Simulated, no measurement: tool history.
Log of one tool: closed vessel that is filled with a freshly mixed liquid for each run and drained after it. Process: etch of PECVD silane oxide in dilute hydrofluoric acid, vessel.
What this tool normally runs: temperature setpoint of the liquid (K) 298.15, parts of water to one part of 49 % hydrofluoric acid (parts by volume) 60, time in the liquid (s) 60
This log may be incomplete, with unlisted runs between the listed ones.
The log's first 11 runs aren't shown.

| run | hour | temperature setpoint of the liquid (K) | parts of water to one part of 49 % hydrofluoric acid (parts by volume) | time in the liquid (s) | wafers since the last listed run | hours since the thermometer was replaced | hours since the hydrofluoric acid flow meter was replaced | hours since the gauge calibration | read-back film thickness of the PECVD silane oxide reference wafer, read on the same gauge (nm) | thickness taken off the PECVD silane oxide on a monitor wafer (Å) |
|---|---|---|---|---|---|---|---|---|---|---|
| 12 | 264.4 | 298.15 | 60 | 60 | 3205 | 2428.8 | 1881.7 | 202.4 | 30 | 652.4 |
| 13 | 288.8 | 303.15 | 80 | 70 | 2607 | 2453.2 | 1906.1 | 226.8 | 30.01 | 672.7 |
| 14 | 317.7 | 298.15 | 60 | 60 | 3088 | 2482.1 | 1935 | 255.7 | 29.97 | 644.3 |
| 15 | 339.2 | 298.15 | 60 | 60 | 2297 | 2503.6 | 1956.5 | 277.2 | 30.04 | 656.1 |
|  | 348.9 | thermometer replaced |
| 16 | 374.1 | 298.15 | 50 | 60 | 3622 | 25.2 | 1991.4 | 312.1 | 29.98 | 735.3 |
| 17 | 409.5 | 296.15 | 75 | 90 | 3782 | 60.6 | 2026.8 | 347.5 | 29.98 | 660.7 |
|  | 430.9 | hydrofluoric acid flow meter replaced |
| 18 | 442.5 | 294.15 | 60 | 60 | 3419 | 93.6 | 11.6 | 380.5 | 30 | 516.2 |
| 19 | 455.8 | 300.65 | 50 | 80 | 1421 | 106.9 | 24.9 | 393.8 | 30.02 | 1097.3 |
| 20 | 469.8 | 298.15 | 60 | 60 | 1496 | 120.9 | 38.9 | 407.8 | 29.98 | 610.7 |
| 21 | 491.3 | 293.65 | 40 | 75 | 2297 | 142.4 | 60.4 | 429.3 | 30.02 | 969.4 |
| 22 | 509.6 | 298.15 | 60 | 90 | 1955 | 160.7 | 78.7 | 447.6 | 30 | 913.6 |
| 23 | 544.7 | 300.65 | 50 | 80 | 3750 | 195.8 | 113.8 | 482.7 | 29.99 | 1094.9 |
| 24 | 567.9 | 298.15 | 60 | 60 | 2479 | 219 | 137 | 505.9 | 29.99 | 611.5 |

Run 25 is up next; what results do you expect?
| 25 | 603.3 | 298.15 | 60 | 60 | 3782 | 254.4 | 172.4 | 541.3 | ? | ? |

Run 25 measured read-back film thickness of the PECVD silane oxide reference wafer, read on the same gauge (nm) 30.01, thickness taken off the PECVD silane oxide on a monitor wafer (Å) 609.
Were there no unlogged condition in the tool, this run, its random variation unchanged, would have produced thickness taken off the PECVD silane oxide on a monitor wafer (Å) 599.7.
